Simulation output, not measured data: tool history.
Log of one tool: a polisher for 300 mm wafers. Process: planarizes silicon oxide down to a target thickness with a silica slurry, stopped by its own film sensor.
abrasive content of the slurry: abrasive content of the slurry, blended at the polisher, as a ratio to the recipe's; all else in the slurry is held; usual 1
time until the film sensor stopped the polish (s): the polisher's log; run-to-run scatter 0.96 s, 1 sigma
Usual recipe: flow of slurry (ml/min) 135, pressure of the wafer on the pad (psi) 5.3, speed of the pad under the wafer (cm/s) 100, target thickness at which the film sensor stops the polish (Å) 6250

run     day  flow of slurry (ml/min)  pressure of the wafer on the pad (psi)  speed of the pad under the wafer (cm/s)  abrasive content of the slurry  target thickness at which the film sensor stops the polish (Å)  wafers since the last listed run  wafers polished on this pad  hours since the slurry nozzle was cleaned  hours since the head pressure was calibrated  hours since the slurry blender was calibrated  hours since the conditioning disc was replaced  incoming thickness of the incoming film, nm  time until the film sensor stopped the polish (s)
  1       0                      135                                     5.3                                      100                               1                                                            6250                                 0                         2852                                      246.3                                         125.2                                          323.4                                           161.7                                          911                                               82.4
      0.229  -- worn pad replaced by a new one
  2   1.117                      135                                     5.3                                      100                               1                                                            6250                               178                          166                                      273.1                                           152                                          350.2                                           188.5                                        920.4                                               85.9
  3   3.025                      135                                     5.3                                      100                               1                                                            6250                               358                          524                                      318.9                                         197.8                                            396                                           234.3                                        902.4                                                 81
      4.529  -- slurry blender recalibrated
      5.704  -- slurry nozzle cleaned
  4   5.867                      135                                     5.3                                      100                               1                                                            6250                               509                         1034                                        3.9                                           266                                           32.1                                           302.5                                        901.1                                               76.2
      6.767  -- conditioning disc replaced and pad reconditioned
  5  11.012                      135                                     5.3                                      100                               1                                                            6250                               950                         1984                                      127.4                                         389.5                                          155.6                                           101.9                                        896.2                                               79.2
  6  12.971                      120                                     4.2                                      100                               1                                                            6250                               367                         2352                                      174.4                                         436.5                                          202.6                                           148.9                                        885.5                                               89.9
  7  14.633                      155                                     5.3                                      100                            0.85                                                            6250                               312                         2664                                      214.3                                         476.4                                          242.5                                           188.8                                        901.1                                               83.6
     15.512  -- worn pad replaced by a new one
  8  15.742                      165                                     5.3                                      100                               1                                                            6250                               176                           43                                      240.9                                           503                                          269.1                                           215.4                                        894.6                                               75.4
  9   17.65                      135                                     5.3                                      100                               1                                                            6560                               358                          401                                      286.7                                         548.8                                          314.9                                           261.2                                        889.6                                               68.2
     18.075  -- slurry blender recalibrated
 10  18.938                      150                                     4.6                                      114                               1                                                            6850                               225                          627                                      317.6                                         579.7                                           20.7                                           292.1                                        897.8                                               60.8
     20.296  -- conditioning disc replaced and pad reconditioned
 11  21.421                      135                                     7.1                                      100                            0.75                                                            6250                               450                         1077                                      377.2                                         639.3                                           80.3                                              27                                        909.2                                               81.4
     22.338  -- slurry nozzle cleaned
 12  23.696                      135                                     5.3                                      100                               1                                                            6250                               419                         1497                                       32.6                                         693.9                                          134.9                                            81.6                                        899.7                                               76.3
 13  25.804                      135                                     6.3                                      100                               1                                                            6250                               395                         1892                                       83.2                                         744.5                                          185.5                                           132.2                                        903.9                                               71.3
     27.529  -- head pressure recalibrated
 14  28.025                      110                                     4.6                                      126                             1.2                                                            6250                               401                         2293                                      136.5                                          11.9                                          238.8                                           185.5                                        891.7                                               69.5
     29.179  -- worn pad replaced by a new one
 15  30.679                       90                                     3.7                                       70                               1                                                            5320                               466                          281                                      200.2                                          75.6                                          302.5                                           249.2                                        910.6                                              209.2
      32.25  -- slurry blender recalibrated
 16  32.421                      100                                     5.3                                      100                               1                                                            7080                               311                          592                                        242                                         117.4                                            4.1                                             291                                        908.8                                               64.8
 17  34.388                      135                                     5.3                                      100                               1                                                            6250                               369                          961                                      289.2                                         164.6                                           51.3                                           338.2                                          920                                               87.2
 18  35.642                      160                                     6.5                                       76                            1.25                                                            6250                               235                         1197                                      319.3                                         194.7                                           81.4                                           368.3                                        909.7                                               80.7
     36.542  -- conditioning disc replaced and pad reconditioned
 19  37.804                      135                                     5.3                                      126                            0.85                                                            6250                               390                         1587                                      371.2                                         246.6                                          133.3                                            30.3                                        906.2                                               74.6

For run 20, what comes out?
 20  40.696                      170                                     5.3                                      100                               1                                                            6250                               542                         2130                                      440.6                                           316                                          202.7                                            99.7                                        894.2                                                  ?

{"run 20": {"time until the film sensor stopped the polish (s)": 73.6}}
Take away the tool's hidden state, keep the run-to-run variation as it was, and the same run would have given time until the film sensor stopped the polish (s) 69.1.

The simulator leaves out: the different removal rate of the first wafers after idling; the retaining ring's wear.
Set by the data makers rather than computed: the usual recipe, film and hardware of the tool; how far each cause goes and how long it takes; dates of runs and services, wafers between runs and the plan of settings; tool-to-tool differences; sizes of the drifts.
